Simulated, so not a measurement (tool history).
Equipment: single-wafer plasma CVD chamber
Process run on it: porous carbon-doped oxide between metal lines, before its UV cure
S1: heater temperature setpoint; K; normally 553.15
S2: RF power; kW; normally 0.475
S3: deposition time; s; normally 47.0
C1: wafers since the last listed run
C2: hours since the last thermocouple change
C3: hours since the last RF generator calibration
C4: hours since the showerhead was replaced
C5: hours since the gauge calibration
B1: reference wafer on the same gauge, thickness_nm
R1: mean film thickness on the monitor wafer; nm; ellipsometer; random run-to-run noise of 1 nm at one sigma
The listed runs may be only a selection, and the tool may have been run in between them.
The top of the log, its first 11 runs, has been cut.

run,day,S1,S2,S3,C1,C2,C3,C4,C5,B1,R1
12,6.242,553.15,0.475,47.0,341,1378.4,13.5,3011.5,305.7,264.957,254.140
13,6.971,553.15,0.475,47.0,498,1395.9,31.0,3029.0,323.2,264.915,253.672
14,7.400,553.15,0.475,47.0,293,1406.2,41.3,3039.3,333.5,264.720,254.837
15,7.750,553.15,0.565,47.0,239,1414.6,49.7,3047.7,341.9,264.685,285.145
16,8.188,539.15,0.535,52.7,298,1425.1,60.2,3058.2,352.4,264.455,338.565
# day 8.650: showerhead replaced
17,8.671,563.15,0.500,55.9,102,1436.7,71.8,0.5,364.0,264.838,294.111
# day 9.150: RF generator calibrated, repeated, since the last time left the tool worse
# day 9.200: thermocouple changed; heater temperature recalibrated
18,9.221,553.15,0.475,47.0,114,0.5,1.7,13.7,377.2,265.049,274.583
19,9.612,544.15,0.430,42.1,267,9.9,11.1,23.1,386.6,264.572,240.121
20,10.246,553.15,0.475,47.0,432,25.1,26.3,38.3,401.8,264.985,272.353
21,10.546,553.15,0.380,47.0,204,32.3,33.5,45.5,409.0,265.203,232.623
22,10.838,553.15,0.445,47.0,199,39.3,40.5,52.5,416.0,264.813,260.594
# day 10.854: gauge calibrated
23,11.129,544.15,0.475,47.0,199,46.3,47.5,59.5,6.6,264.880,288.002
24,11.446,553.15,0.475,47.0,216,53.9,55.1,67.1,14.2,264.992,273.399
25,11.708,553.15,0.475,47.0,179,60.2,61.4,73.4,20.5,265.267,270.244
26,12.092,566.15,0.425,37.9,261,69.4,70.6,82.6,29.7,265.022,189.610
27,12.400,541.15,0.545,53.2,210,76.8,78.0,90.0,37.1,264.676,360.916
28,12.783,553.15,0.475,47.0,261,86.0,87.2,99.2,46.3,264.943,272.989
29,13.371,541.15,0.415,39.6,401,100.1,101.3,113.3,60.4,264.843,226.445
30,14.017,553.15,0.475,47.0,441,115.6,116.8,128.8,75.9,265.179,272.828
31,14.671,561.15,0.475,47.0,446,131.3,132.5,144.5,91.6,264.949,259.783
32,15.058,553.15,0.475,47.0,264,140.6,141.8,153.8,100.9,264.806,272.914
33,15.608,559.15,0.475,47.0,375,153.8,155.0,167.0,114.1,265.306,262.339

Each row is a separate what-if for the run after 33, all from the same tool condition, not one after another. Results?
A,15.625,553.15,0.435,47.0,11,154.2,155.4,167.4,114.5,?,?
B,15.625,562.15,0.535,47.0,11,154.2,155.4,167.4,114.5,?,?
C,15.625,541.15,0.475,47.0,11,154.2,155.4,167.4,114.5,?,?
D,15.625,553.15,0.475,53.3,11,154.2,155.4,167.4,114.5,?,?
E,15.625,538.15,0.525,40.5,11,154.2,155.4,167.4,114.5,?,?

run,B1,R1
A,264.930,257.454
B,264.930,279.127
C,264.930,294.424
D,264.930,309.139
E,264.930,276.297
What these runs would have given with no unlogged condition in the tool:
run,R1
A,259.248
B,280.790
C,296.206
D,311.011
E,277.944
